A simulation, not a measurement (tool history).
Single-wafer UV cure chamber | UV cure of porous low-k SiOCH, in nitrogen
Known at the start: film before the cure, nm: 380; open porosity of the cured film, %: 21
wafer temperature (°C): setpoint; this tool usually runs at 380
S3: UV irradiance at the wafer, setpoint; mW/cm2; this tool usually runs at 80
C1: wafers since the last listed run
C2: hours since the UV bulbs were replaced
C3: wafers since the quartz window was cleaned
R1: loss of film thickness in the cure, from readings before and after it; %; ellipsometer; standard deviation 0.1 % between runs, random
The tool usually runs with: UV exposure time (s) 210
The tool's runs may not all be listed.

{"run": 1, "hour": 0.0, "wafer temperature (°C)": 380, "UV exposure time (s)": 210, "S3": 80, "C1": 0, "C2": 2357.2, "C3": 895, "R1": 8.328}
{"run": 2, "hour": 58.4, "wafer temperature (°C)": 380, "UV exposure time (s)": 210, "S3": 80, "C1": 208, "C2": 2415.6, "C3": 1104, "R1": 8.139}
{"run": 3, "hour": 88.4, "wafer temperature (°C)": 380, "UV exposure time (s)": 210, "S3": 63, "C1": 107, "C2": 2445.6, "C3": 1211, "R1": 7.316}
{"run": 4, "hour": 111.7, "wafer temperature (°C)": 380, "UV exposure time (s)": 245, "S3": 80, "C1": 83, "C2": 2468.9, "C3": 1294, "R1": 8.935}
{"run": 5, "hour": 142.9, "wafer temperature (°C)": 380, "UV exposure time (s)": 245, "S3": 80, "C1": 111, "C2": 2500.1, "C3": 1406, "R1": 8.97}
{"run": 6, "hour": 158.4, "wafer temperature (°C)": 380, "UV exposure time (s)": 245, "S3": 80, "C1": 55, "C2": 2515.6, "C3": 1461, "R1": 8.837}
{"run": 7, "hour": 174.2, "wafer temperature (°C)": 380, "UV exposure time (s)": 210, "S3": 80, "C1": 56, "C2": 2531.4, "C3": 1518, "R1": 8.189}
{"run": 8, "hour": 199.2, "wafer temperature (°C)": 380, "UV exposure time (s)": 255, "S3": 80, "C1": 89, "C2": 2556.4, "C3": 1607, "R1": 8.928}
{"run": 9, "hour": 211.5, "wafer temperature (°C)": 393, "UV exposure time (s)": 255, "S3": 80, "C1": 44, "C2": 2568.7, "C3": 1651, "R1": 9.048}
{"run": 10, "hour": 237.0, "wafer temperature (°C)": 380, "UV exposure time (s)": 210, "S3": 80, "C1": 91, "C2": 2594.2, "C3": 1743, "R1": 8.012}
{"run": 11, "hour": 251.0, "wafer temperature (°C)": 380, "UV exposure time (s)": 210, "S3": 80, "C1": 50, "C2": 2608.2, "C3": 1793, "R1": 7.952}
{"run": 12, "hour": 286.2, "wafer temperature (°C)": 380, "UV exposure time (s)": 210, "S3": 80, "C1": 125, "C2": 2643.4, "C3": 1919, "R1": 8.048}
{"run": 13, "hour": 309.2, "wafer temperature (°C)": 380, "UV exposure time (s)": 210, "S3": 80, "C1": 82, "C2": 2666.4, "C3": 2001, "R1": 7.802}
{"run": 14, "hour": 322.1, "wafer temperature (°C)": 380, "UV exposure time (s)": 210, "S3": 56, "C1": 46, "C2": 2679.3, "C3": 2047, "R1": 6.351}
{"run": 15, "hour": 351.5, "wafer temperature (°C)": 380, "UV exposure time (s)": 210, "S3": 80, "C1": 105, "C2": 2708.7, "C3": 2152, "R1": 7.791}
{"run": 16, "hour": 365.1, "wafer temperature (°C)": 380, "UV exposure time (s)": 210, "S3": 67, "C1": 48, "C2": 2722.3, "C3": 2201, "R1": 7.177}
{"run": 17, "hour": 377.5, "wafer temperature (°C)": 380, "UV exposure time (s)": 210, "S3": 67, "C1": 44, "C2": 2734.7, "C3": 2245, "R1": 7.183}
{"run": 18, "hour": 401.2, "wafer temperature (°C)": 380, "UV exposure time (s)": 130, "S3": 97, "C1": 84, "C2": 2758.4, "C3": 2330, "R1": 6.6}
{"run": 19, "hour": 419.3, "wafer temperature (°C)": 380, "UV exposure time (s)": 210, "S3": 80, "C1": 64, "C2": 2776.5, "C3": 2395, "R1": 7.714}
{"run": 20, "hour": 452.8, "wafer temperature (°C)": 380, "UV exposure time (s)": 210, "S3": 80, "C1": 119, "C2": 2810, "C3": 2515, "R1": 7.69}
{"run": 21, "hour": 484.7, "wafer temperature (°C)": 380, "UV exposure time (s)": 210, "S3": 80, "C1": 114, "C2": 2841.9, "C3": 2629, "R1": 7.602}
{"run": 22, "hour": 509.9, "wafer temperature (°C)": 365, "UV exposure time (s)": 210, "S3": 80, "C1": 90, "C2": 2867.1, "C3": 2719, "R1": 7.36}
{"run": 23, "hour": 522.1, "wafer temperature (°C)": 373, "UV exposure time (s)": 270, "S3": 80, "C1": 43, "C2": 2879.3, "C3": 2763, "R1": 8.365}
{"run": 24, "hour": 541.9, "wafer temperature (°C)": 380, "UV exposure time (s)": 210, "S3": 80, "C1": 70, "C2": 2899.1, "C3": 2834, "R1": 7.416}
{"run": 25, "hour": 555.4, "wafer temperature (°C)": 380, "UV exposure time (s)": 330, "S3": 80, "C1": 48, "C2": 2912.6, "C3": 2882, "R1": 9.406}
{"run": 26, "hour": 569.2, "wafer temperature (°C)": 396, "UV exposure time (s)": 265, "S3": 49, "C1": 49, "C2": 2926.4, "C3": 2931, "R1": 6.658}
{"hour": 581.0, "done": "UV bulbs replaced"}
{"run": 27, "hour": 588.6, "wafer temperature (°C)": 380, "UV exposure time (s)": 210, "S3": 115, "C1": 40, "C2": 7.6, "C3": 2972, "R1": 11.968}
{"run": 28, "hour": 616.5, "wafer temperature (°C)": 385, "UV exposure time (s)": 275, "S3": 68, "C1": 99, "C2": 35.5, "C3": 3072, "R1": 10.843}
{"run": 29, "hour": 640.8, "wafer temperature (°C)": 374, "UV exposure time (s)": 210, "S3": 80, "C1": 86, "C2": 59.8, "C3": 3159, "R1": 9.94}
{"run": 30, "hour": 658.5, "wafer temperature (°C)": 380, "UV exposure time (s)": 210, "S3": 80, "C1": 63, "C2": 77.5, "C3": 3222, "R1": 10.396}
{"run": 31, "hour": 691.9, "wafer temperature (°C)": 364, "UV exposure time (s)": 135, "S3": 80, "C1": 119, "C2": 110.9, "C3": 3342, "R1": 7.973}
{"hour": 703.9, "done": "quartz window cleaned"}
{"run": 32, "hour": 705.9, "wafer temperature (°C)": 375, "UV exposure time (s)": 100, "S3": 100, "C1": 21, "C2": 124.9, "C3": 7, "R1": 7.848}
{"run": 33, "hour": 720.4, "wafer temperature (°C)": 395, "UV exposure time (s)": 255, "S3": 59, "C1": 51, "C2": 139.4, "C3": 58, "R1": 9.928}
{"run": 34, "hour": 752.9, "wafer temperature (°C)": 380, "UV exposure time (s)": 210, "S3": 80, "C1": 116, "C2": 171.9, "C3": 175, "R1": 10.378}
{"run": 35, "hour": 787.6, "wafer temperature (°C)": 380, "UV exposure time (s)": 270, "S3": 69, "C1": 124, "C2": 206.6, "C3": 299, "R1": 10.759}

What will run 36 give?
{"run": 36, "hour": 816.9, "wafer temperature (°C)": 380, "UV exposure time (s)": 85, "S3": 97, "C1": 104, "C2": 235.9, "C3": 404, "R1": "?"}

{"run 36": {"R1": 7.07}}
With no hidden state in the tool, this same run would have given R1 7.109 %.
